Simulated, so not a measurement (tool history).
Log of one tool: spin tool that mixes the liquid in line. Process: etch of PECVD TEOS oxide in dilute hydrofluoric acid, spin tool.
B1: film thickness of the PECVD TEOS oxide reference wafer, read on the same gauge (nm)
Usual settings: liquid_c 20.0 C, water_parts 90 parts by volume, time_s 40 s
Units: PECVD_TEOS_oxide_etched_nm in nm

run 1 hour=0.0 | liquid_c=20.0 water_parts=90 time_s=40 | B1=139.99 | PECVD_TEOS_oxide_etched_nm=5.91
run 2 hour=31.0 | liquid_c=20.0 water_parts=90 time_s=40 | B1=139.97 | PECVD_TEOS_oxide_etched_nm=5.99
run 3 hour=56.6 | liquid_c=20.0 water_parts=90 time_s=40 | B1=139.98 | PECVD_TEOS_oxide_etched_nm=6.01
run 4 hour=71.0 | liquid_c=20.0 water_parts=90 time_s=40 | B1=140.00 | PECVD_TEOS_oxide_etched_nm=6.09
run 5 hour=91.2 | liquid_c=20.0 water_parts=90 time_s=40 | B1=139.97 | PECVD_TEOS_oxide_etched_nm=6.07
run 6 hour=123.9 | liquid_c=20.0 water_parts=90 time_s=40 | B1=140.01 | PECVD_TEOS_oxide_etched_nm=6.07
run 7 hour=156.3 | liquid_c=20.0 water_parts=90 time_s=40 | B1=139.99 | PECVD_TEOS_oxide_etched_nm=6.05
run 8 hour=213.8 | liquid_c=20.0 water_parts=90 time_s=40 | B1=140.02 | PECVD_TEOS_oxide_etched_nm=6.21
-- hour=219.8 gauge calibrated
run 9 hour=225.9 | liquid_c=20.0 water_parts=80 time_s=40 | B1=140.00 | PECVD_TEOS_oxide_etched_nm=7.01
run 10 hour=251.5 | liquid_c=20.0 water_parts=90 time_s=40 | B1=139.99 | PECVD_TEOS_oxide_etched_nm=6.14
-- hour=263.6 hydrofluoric acid flow meter replaced
run 11 hour=275.8 | liquid_c=20.0 water_parts=90 time_s=40 | B1=140.00 | PECVD_TEOS_oxide_etched_nm=6.58
run 12 hour=291.7 | liquid_c=20.0 water_parts=90 time_s=40 | B1=140.01 | PECVD_TEOS_oxide_etched_nm=6.58
run 13 hour=326.2 | liquid_c=22.0 water_parts=130 time_s=30 | B1=140.03 | PECVD_TEOS_oxide_etched_nm=3.57
run 14 hour=348.7 | liquid_c=20.0 water_parts=45 time_s=40 | B1=140.00 | PECVD_TEOS_oxide_etched_nm=13.84
run 15 hour=362.1 | liquid_c=17.0 water_parts=45 time_s=40 | B1=139.98 | PECVD_TEOS_oxide_etched_nm=12.23
-- hour=366.2 thermometer replaced
-- hour=375.0 hydrofluoric acid flow meter replaced, repeated, since the last time left the tool worse
run 16 hour=380.5 | liquid_c=20.0 water_parts=90 time_s=40 | B1=139.99 | PECVD_TEOS_oxide_etched_nm=5.69
run 17 hour=408.2 | liquid_c=25.0 water_parts=90 time_s=40 | B1=139.98 | PECVD_TEOS_oxide_etched_nm=6.89
run 18 hour=432.5 | liquid_c=22.0 water_parts=135 time_s=55 | B1=140.01 | PECVD_TEOS_oxide_etched_nm=5.40
run 19 hour=451.4 | liquid_c=17.0 water_parts=125 time_s=30 | B1=139.98 | PECVD_TEOS_oxide_etched_nm=2.64
run 20 hour=468.8 | liquid_c=20.0 water_parts=90 time_s=40 | B1=140.01 | PECVD_TEOS_oxide_etched_nm=5.77
run 21 hour=497.5 | liquid_c=17.0 water_parts=90 time_s=20 | B1=140.04 | PECVD_TEOS_oxide_etched_nm=2.50
run 22 hour=516.8 | liquid_c=17.0 water_parts=90 time_s=40 | B1=140.01 | PECVD_TEOS_oxide_etched_nm=5.10
run 23 hour=547.7 | liquid_c=20.0 water_parts=90 time_s=40 | B1=139.98 | PECVD_TEOS_oxide_etched_nm=5.85
run 24 hour=586.0 | liquid_c=20.0 water_parts=90 time_s=40 | B1=140.01 | PECVD_TEOS_oxide_etched_nm=5.88
run 25 hour=605.4 | liquid_c=20.0 water_parts=90 time_s=40 | B1=139.99 | PECVD_TEOS_oxide_etched_nm=5.86

Forecast each of these 3 alternatives for the next run:
run A hour=605.8 | liquid_c=20.0 water_parts=90 time_s=30 | B1=? | PECVD_TEOS_oxide_etched_nm=?
run B hour=605.8 | liquid_c=24.0 water_parts=75 time_s=50 | B1=? | PECVD_TEOS_oxide_etched_nm=?
run C hour=605.8 | liquid_c=23.5 water_parts=110 time_s=55 | B1=? | PECVD_TEOS_oxide_etched_nm=?

run=A B1=139.97 PECVD_TEOS_oxide_etched_nm=4.39
run=B B1=139.97 PECVD_TEOS_oxide_etched_nm=10.51
run=C B1=139.97 PECVD_TEOS_oxide_etched_nm=7.41
Without the tool's hidden state the same runs would have given:
run=A PECVD_TEOS_oxide_etched_nm=4.24
run=B PECVD_TEOS_oxide_etched_nm=10.16
run=C PECVD_TEOS_oxide_etched_nm=7.15
